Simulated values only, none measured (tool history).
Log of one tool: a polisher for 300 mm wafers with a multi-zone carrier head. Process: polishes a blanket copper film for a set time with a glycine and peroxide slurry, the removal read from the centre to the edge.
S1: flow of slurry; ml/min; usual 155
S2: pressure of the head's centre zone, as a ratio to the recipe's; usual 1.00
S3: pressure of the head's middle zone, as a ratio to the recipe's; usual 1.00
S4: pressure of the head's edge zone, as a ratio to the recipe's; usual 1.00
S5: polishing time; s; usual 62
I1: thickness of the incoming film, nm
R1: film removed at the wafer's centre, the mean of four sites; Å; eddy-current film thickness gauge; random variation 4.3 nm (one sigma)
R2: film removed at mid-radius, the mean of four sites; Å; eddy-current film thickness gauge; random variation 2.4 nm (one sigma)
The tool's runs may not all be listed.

Run 1, hour 0.0: usual settings but S3 1.08; I1 1850.3. Result: R1 3447 Å, R2 3637 Å.
Run 2, hour 67.8: usual settings; I1 1824.9. Result: R1 3461 Å, R2 3366 Å.
At hour 118.4: edge zone pressure recalibrated.
Run 3, hour 118.9: usual settings; I1 1845.5. Result: R1 3378 Å, R2 3339 Å.
At hour 127.2: worn pad replaced by a new one.
At hour 198.7: centre zone pressure recalibrated.
Run 4, hour 267.2: usual settings; I1 1835.4. Result: R1 3210 Å, R2 3214 Å.
At hour 290.6: slurry nozzle cleaned.
At hour 314.5: worn pad replaced by a new one.
Run 5, hour 315.0: usual settings; I1 1886.0. Result: R1 3581 Å, R2 3473 Å.
Run 6, hour 415.4: usual settings; I1 1816.5. Result: R1 3421 Å, R2 3438 Å.
Run 7, hour 457.1: usual settings but S2 0.95, S4 0.98; I1 1848.6. Result: R1 3248 Å, R2 3383 Å.
At hour 470.8: carrier head's membrane replaced by a new one.
At hour 471.6: edge zone pressure recalibrated.
At hour 493.9: worn pad replaced by a new one.
At hour 534.0: centre zone pressure recalibrated.
Run 8, hour 549.4: usual settings but S3 0.88; I1 1860.0. Result: R1 3428 Å, R2 3060 Å.
Run 9, hour 646.7: usual settings but S2 1.09, S3 0.94, S4 1.11; I1 1836.1. Result: R1 3743 Å, R2 3158 Å.
At hour 694.2: worn pad replaced by a new one, of another model than before.
Run 10, hour 700.9: usual settings but S2 0.95, S3 0.93, S4 1.05; I1 1841.5. Result: R1 3212 Å, R2 3156 Å.
Run 11, hour 749.4: usual settings but S2 1.08, S4 1.08; I1 1831.5. Result: R1 3630 Å, R2 3324 Å.
At hour 782.3: slurry nozzle cleaned.
At hour 826.6: edge zone pressure recalibrated.
Run 12, hour 844.8: usual settings; I1 1873.5. Result: R1 3574 Å, R2 3463 Å.
At hour 856.4: centre zone pressure recalibrated.
At hour 880.9: worn pad replaced by a new one.
Run 13, hour 905.2: usual settings but S2 1.07, S3 0.92, S4 1.10; I1 1853.7. Result: R1 3717 Å, R2 3222 Å.
Run 14, hour 982.9: usual settings but S3 1.07, S4 1.05; I1 1859.3. Result: R1 3477 Å, R2 3700 Å.

Run 15 comes next. What will it give?
Run 15, hour 1027.9: usual settings but S2 0.94; I1 1835.6. Result: R1 ?, R2 ?.

Run 15 gave R1 3251 Å, R2 3436 Å.
Without the tool's hidden state the same run would have given R1 3291 Å, R2 3473 Å.
